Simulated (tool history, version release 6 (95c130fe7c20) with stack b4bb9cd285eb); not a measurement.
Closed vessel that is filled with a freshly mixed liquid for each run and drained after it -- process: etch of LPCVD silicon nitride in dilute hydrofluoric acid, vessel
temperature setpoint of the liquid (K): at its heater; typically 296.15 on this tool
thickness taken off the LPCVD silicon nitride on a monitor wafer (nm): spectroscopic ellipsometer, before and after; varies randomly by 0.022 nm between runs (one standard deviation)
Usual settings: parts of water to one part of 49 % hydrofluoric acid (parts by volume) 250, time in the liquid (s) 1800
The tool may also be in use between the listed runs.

run    hour  temperature setpoint of the liquid (K)  parts of water to one part of 49 % hydrofluoric acid (parts by volume)  time in the liquid (s)  read-back film thickness of the LPCVD silicon nitride reference wafer, read on the same gauge (nm)  thickness taken off the LPCVD silicon nitride on a monitor wafer (nm)
  1     0.0                                  296.15                                                                     250                    1800                                                                                              80.005                                                                  3.177
  2    65.7                                  296.15                                                                     250                    1800                                                                                              79.969                                                                  3.238
       95.8  -- thermometer replaced
  3   121.6                                  296.15                                                                     250                    1800                                                                                              79.980                                                                  3.215
  4   193.3                                  296.15                                                                     250                    1800                                                                                              79.979                                                                  3.166
  5   227.7                                  296.15                                                                     250                    1800                                                                                              79.991                                                                  3.156
  6   299.0                                  294.65                                                                     250                    1800                                                                                              79.998                                                                  2.891
  7   341.6                                  294.65                                                                     250                    1800                                                                                              80.006                                                                  2.911
  8   525.1                                  294.65                                                                     250                    1800                                                                                              80.008                                                                  2.862
  9   549.3                                  296.15                                                                     250                    1800                                                                                              80.014                                                                  3.194
      586.1  -- hydrofluoric acid flow meter replaced
 10   588.6                                  296.15                                                                     250                    1800                                                                                              79.974                                                                  3.326
      613.4  -- gauge calibrated
 11   745.4                                  296.15                                                                     250                    1800                                                                                              79.964                                                                  3.322
 12   800.4                                  296.15                                                                     250                    1800                                                                                              80.020                                                                  3.277
      805.6  -- thermometer replaced
 13   859.1                                  296.15                                                                     250                    1800                                                                                              79.998                                                                  3.328
 14   900.6                                  296.15                                                                     285                    1385                                                                                              79.996                                                                  2.212
 15   955.3                                  296.15                                                                     250                    1800                                                                                              79.987                                                                  3.311
 16  1009.0                                  292.15                                                                     185                    1230                                                                                              79.971                                                                  2.305
 17  1065.7                                  296.15                                                                     250                    1800                                                                                              80.038                                                                  3.273
 18  1106.9                                  292.15                                                                     250                    1800                                                                                              80.028                                                                  2.542
 19  1137.4                                  298.15                                                                     250                    1800                                                                                              80.006                                                                  3.680
 20  1178.2                                  294.15                                                                     155                    2515                                                                                              80.020                                                                  6.484
 21  1216.6                                  299.15                                                                     250                    1800                                                                                              79.969                                                                  3.892
 22  1241.4                                  296.15                                                                     250                    1800                                                                                              79.965                                                                  3.249
 23  1311.7                                  299.15                                                                     310                    2330                                                                                              80.009                                                                  4.114
 24  1357.1                                  300.15                                                                     250                    1800                                                                                              80.035                                                                  4.187

4 options for the next run, each taken on its own from the tool as it stands now. Forecast them:
  A  1358.2                                  296.15                                                                     250                    2465                                                                                                   ?                                                                      ?
  B  1358.2                                  296.15                                                                     150                    1800                                                                                                   ?                                                                      ?
  C  1358.2                                  292.15                                                                     150                    1175                                                                                                   ?                                                                      ?
  D  1358.2                                  296.15                                                                     355                    1450                                                                                                   ?                                                                      ?

run  read-back film thickness of the LPCVD silicon nitride reference wafer, read on the same gauge (nm)  thickness taken off the LPCVD silicon nitride on a monitor wafer (nm)
  A                                                                                              79.963                                                                  4.481
  B                                                                                              79.963                                                                  5.413
  C                                                                                              79.963                                                                  2.712
  D                                                                                              79.963                                                                  1.866
With the hidden condition removed and each run's random variation left untouched, the same runs would have given:
run  thickness taken off the LPCVD silicon nitride on a monitor wafer (nm)
  A                                                                  4.556
  B                                                                  5.503
  C                                                                  2.756
  D                                                                  1.898

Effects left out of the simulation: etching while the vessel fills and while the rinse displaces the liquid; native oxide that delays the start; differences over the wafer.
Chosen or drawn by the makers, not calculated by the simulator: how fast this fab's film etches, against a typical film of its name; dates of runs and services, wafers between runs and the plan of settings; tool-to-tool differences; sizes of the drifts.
